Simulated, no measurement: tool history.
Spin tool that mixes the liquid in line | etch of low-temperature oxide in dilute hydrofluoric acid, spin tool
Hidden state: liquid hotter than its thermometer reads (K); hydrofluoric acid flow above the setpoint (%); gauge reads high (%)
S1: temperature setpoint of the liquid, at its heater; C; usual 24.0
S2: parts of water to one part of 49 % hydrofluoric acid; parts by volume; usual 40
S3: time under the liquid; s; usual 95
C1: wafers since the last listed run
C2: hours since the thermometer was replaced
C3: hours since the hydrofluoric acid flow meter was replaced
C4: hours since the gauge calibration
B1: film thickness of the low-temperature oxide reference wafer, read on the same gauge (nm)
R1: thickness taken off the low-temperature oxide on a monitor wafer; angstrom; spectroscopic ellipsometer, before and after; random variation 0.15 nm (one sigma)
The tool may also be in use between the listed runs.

run   hour    S1  S2   S3    C1      C2      C3     C4     B1     R1
  1    0.0  24.0  40   95     0  2497.9  1085.2  259.6  60.74  273.1
  2   43.5  24.0  40   95   602  2541.4  1128.7  303.1  60.84  275.2
  3  109.1  24.0  40   95   908  2607.0  1194.3  368.7  60.95  275.6
  4  164.5  24.0  40   95   767  2662.4  1249.7  424.1  61.11  277.8
  5  226.7  24.0  40   95   861  2724.6  1311.9  486.3  61.32  274.5
     346.6  -- thermometer replaced
     362.6  -- hydrofluoric acid flow meter replaced
  6  440.7  24.0  40   95  2937    94.1    78.1  700.3  61.79  279.7
  7  501.6  27.5  35   95   843   155.0   139.0  761.2  61.98  372.7
  8  542.8  27.5  35   95   570   196.2   180.2  802.4  62.06  372.3
  9  573.1  19.0  35   95   419   226.5   210.5  832.7  62.11  260.4
 10  625.7  24.0  25   75   728   279.1   263.1  885.3  62.20  360.5
     630.2  -- gauge calibrated
 11  690.6  21.5  40  125   899   344.0   328.0   60.4  60.08  321.9
 12  723.6  22.0  20   95   457   377.0   361.0   93.4  60.19  509.2

Forecast run 13:
 13  759.5  22.0  20  95  497  412.9  396.9  129.3   ?   ?

Run 13 gave B1 60.23, R1 511.8 angstrom.
Without the tool's hidden state the same run would have given R1 509.8 angstrom.
